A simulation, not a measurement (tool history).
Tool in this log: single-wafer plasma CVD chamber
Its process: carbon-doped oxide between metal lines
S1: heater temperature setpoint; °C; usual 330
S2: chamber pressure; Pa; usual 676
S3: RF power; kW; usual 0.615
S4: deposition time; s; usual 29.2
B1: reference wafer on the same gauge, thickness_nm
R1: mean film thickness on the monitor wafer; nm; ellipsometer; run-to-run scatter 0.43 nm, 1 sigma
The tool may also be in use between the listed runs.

run 1 day=0 | S1=330 S2=676 S3=0.615 S4=29.2 | B1=221.035 | R1=190.086
run 2 day=2.921 | S1=337 S2=779 S3=0.615 S4=29.2 | B1=220.979 | R1=188.479
run 3 day=6.942 | S1=337 S2=779 S3=0.615 S4=29.2 | B1=220.999 | R1=188.329
run 4 day=16.783 | S1=337 S2=779 S3=0.615 S4=29.2 | B1=221.055 | R1=188.453
run 5 day=19.479 | S1=330 S2=676 S3=0.615 S4=29.2 | B1=221.021 | R1=189.236
run 6 day=22.133 | S1=330 S2=676 S3=0.615 S4=29.2 | B1=220.97 | R1=190.268
-- day=24.275 showerhead replaced
run 7 day=26.246 | S1=330 S2=676 S3=0.615 S4=29.2 | B1=220.91 | R1=188.887
run 8 day=28.783 | S1=330 S2=676 S3=0.615 S4=29.2 | B1=221.07 | R1=190.201
-- day=29.5 RF generator calibrated
-- day=31.042 capacitance manometer re-zeroed and calibrated
run 9 day=31.875 | S1=330 S2=676 S3=0.695 S4=29.2 | B1=221.045 | R1=203.105
run 10 day=34.554 | S1=330 S2=676 S3=0.695 S4=29.2 | B1=220.971 | R1=202.349
run 11 day=38.962 | S1=330 S2=676 S3=0.615 S4=29.2 | B1=221.012 | R1=188.796
run 12 day=43.408 | S1=330 S2=781 S3=0.615 S4=31.9 | B1=221.04 | R1=208.862
run 13 day=47.333 | S1=319 S2=769 S3=0.53 S4=31.7 | B1=221.029 | R1=198.464
run 14 day=49.05 | S1=337 S2=779 S3=0.615 S4=29.2 | B1=220.952 | R1=186.341
run 15 day=53.388 | S1=330 S2=676 S3=0.615 S4=29.2 | B1=220.986 | R1=187.725
run 16 day=55.267 | S1=330 S2=821 S3=0.615 S4=34 | B1=221.1 | R1=222.109
run 17 day=58.871 | S1=323 S2=625 S3=0.615 S4=29.2 | B1=221.034 | R1=191.153
run 18 day=61.617 | S1=330 S2=620 S3=0.615 S4=24.8 | B1=220.951 | R1=158.04
run 19 day=63.496 | S1=322 S2=751 S3=0.69 S4=25.2 | B1=220.951 | R1=179.232
-- day=66.846 gauge calibrated
run 20 day=67.225 | S1=330 S2=676 S3=0.615 S4=29.2 | B1=221.059 | R1=186.898
-- day=69.438 thermocouple changed; heater temperature recalibrated
run 21 day=69.458 | S1=340 S2=584 S3=0.615 S4=34.4 | B1=220.983 | R1=213.3
run 22 day=72.75 | S1=326 S2=565 S3=0.57 S4=27.3 | B1=221.057 | R1=170.043
run 23 day=82.4 | S1=330 S2=676 S3=0.535 S4=29.2 | B1=220.949 | R1=176.752
run 24 day=86.6 | S1=330 S2=676 S3=0.615 S4=29.2 | B1=220.942 | R1=190.138
-- day=88.621 capacitance manometer re-zeroed and calibrated
run 25 day=89.162 | S1=324 S2=577 S3=0.685 S4=24.2 | B1=220.989 | R1=169.136
run 26 day=99.342 | S1=330 S2=813 S3=0.615 S4=33.4 | B1=221.021 | R1=219.675
run 27 day=101.662 | S1=321 S2=821 S3=0.615 S4=26.7 | B1=220.926 | R1=182.307

Exercise: give the hidden state of the tool at every run:
delivered RF power above the setpoint (%): 0 on each run
true pressure above the setpoint (%): 0 on each run
gauge reads high (%): 0 on each run
H1: wafer temperature above the value expected at the setpoint (K)
run=1 H1=0.401
run=2 H1=0.516
run=3 H1=0.691
run=4 H1=1.2
run=5 H1=1.37
run=6 H1=1.53
run=7 H1=1.81
run=8 H1=1.99
run=9 H1=2.23
run=10 H1=2.44
run=11 H1=2.8
run=12 H1=3.2
run=13 H1=3.57
run=14 H1=3.74
run=15 H1=4.17
run=16 H1=4.37
run=17 H1=4.76
run=18 H1=5.07
run=19 H1=5.29
run=20 H1=5.73
run=21 H1=0.702
run=22 H1=0.709
run=23 H1=0.807
run=24 H1=0.886
run=25 H1=0.945
run=26 H1=1.26
run=27 H1=1.35
